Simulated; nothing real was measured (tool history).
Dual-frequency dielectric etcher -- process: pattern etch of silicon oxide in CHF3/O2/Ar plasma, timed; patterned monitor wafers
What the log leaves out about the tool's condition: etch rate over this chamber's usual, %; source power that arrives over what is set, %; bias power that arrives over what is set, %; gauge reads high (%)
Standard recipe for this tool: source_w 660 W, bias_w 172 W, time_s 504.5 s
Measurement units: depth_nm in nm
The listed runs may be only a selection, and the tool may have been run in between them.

run	day	source_w	bias_w	time_s	wafers since the last listed run	hours since the last wet clean	hours since the last source power generator calibration	hours since the last bias power generator calibration	hours since the last upper electrode change	hours since the gauge calibration	read-back reference wafer on the same gauge, depth_nm	depth_nm
1	0.000	660	172	504.5	0	90.1	2329.7	2862.8	3178.5	926.5	1022.6	994.4
2	3.638	660	172	504.5	191	177.4	2417.0	2950.1	3265.8	1013.8	1019.7	1001.7
3	4.808	660	172	504.5	61	205.5	2445.1	2978.2	3293.9	1041.9	1020.5	993.2
4	5.938	540	172	504.5	59	232.6	2472.2	3005.3	3321.0	1069.0	1021.6	920.6
5	6.800	540	172	504.5	45	253.3	2492.9	3026.0	3341.7	1089.7	1020.3	918.4
6	7.583	540	172	504.5	41	272.1	2511.7	3044.8	3360.5	1108.5	1020.4	921.3
7	8.542	660	172	504.5	50	295.1	2534.7	3067.8	3383.5	1131.5	1018.1	985.5
8	9.633	660	172	504.5	57	321.3	2560.9	3094.0	3409.7	1157.7	1019.4	985.8
9	11.038	660	172	504.5	74	355.0	2594.6	3127.7	3443.4	1191.4	1017.0	980.8
10	12.517	660	172	504.5	77	390.5	2630.1	3163.2	3478.9	1226.9	1018.9	980.2
# day 12.700: gauge calibrated
11	13.200	660	172	504.5	36	406.9	2646.5	3179.6	3495.3	12.0	1020.7	972.0
12	14.267	660	153	570.5	56	432.5	2672.1	3205.2	3520.9	37.6	1022.7	1044.7
# day 15.325: wet clean of the chamber
13	15.567	660	204	504.5	15	5.8	2703.3	3236.4	3552.1	68.8	1019.0	1051.2
14	16.929	740	152	504.5	71	38.5	2736.0	3269.1	3584.8	101.5	1021.9	984.6
15	18.167	660	172	504.5	65	68.2	2765.7	3298.8	3614.5	131.2	1019.8	986.1
# day 19.254: upper electrode replaced, of another model than before
16	19.517	720	201	381.0	18	100.6	2798.1	3331.2	6.3	163.6	1018.2	805.7
17	20.054	540	172	650.0	28	113.5	2811.0	3344.1	19.2	176.5	1020.0	1130.0
18	21.338	540	153	582.5	67	144.3	2841.8	3374.9	50.0	207.3	1020.9	980.9
19	22.796	660	206	504.5	76	179.3	2876.8	3409.9	85.0	242.3	1018.5	1008.2
20	23.304	660	172	504.5	26	191.5	2889.0	3422.1	97.2	254.5	1023.1	983.7
# day 24.021: bias power generator calibrated
21	24.325	660	172	504.5	45	216.0	2913.5	7.3	121.7	279.0	1019.3	967.5
# day 25.975: source power generator calibrated
22	28.379	660	172	504.5	204	313.3	57.7	104.6	219.0	376.3	1021.3	961.9

What will run 23 give?
23	28.942	660	172	504.5	29	326.8	71.2	118.1	232.5	389.8	?	?

{"run 23": {"read-back reference wafer on the same gauge, depth_nm": 1021.5, "depth_nm": 963.8}}
The same run, on a tool lacking any hidden state, would have yielded depth_nm 1010.0 nm.
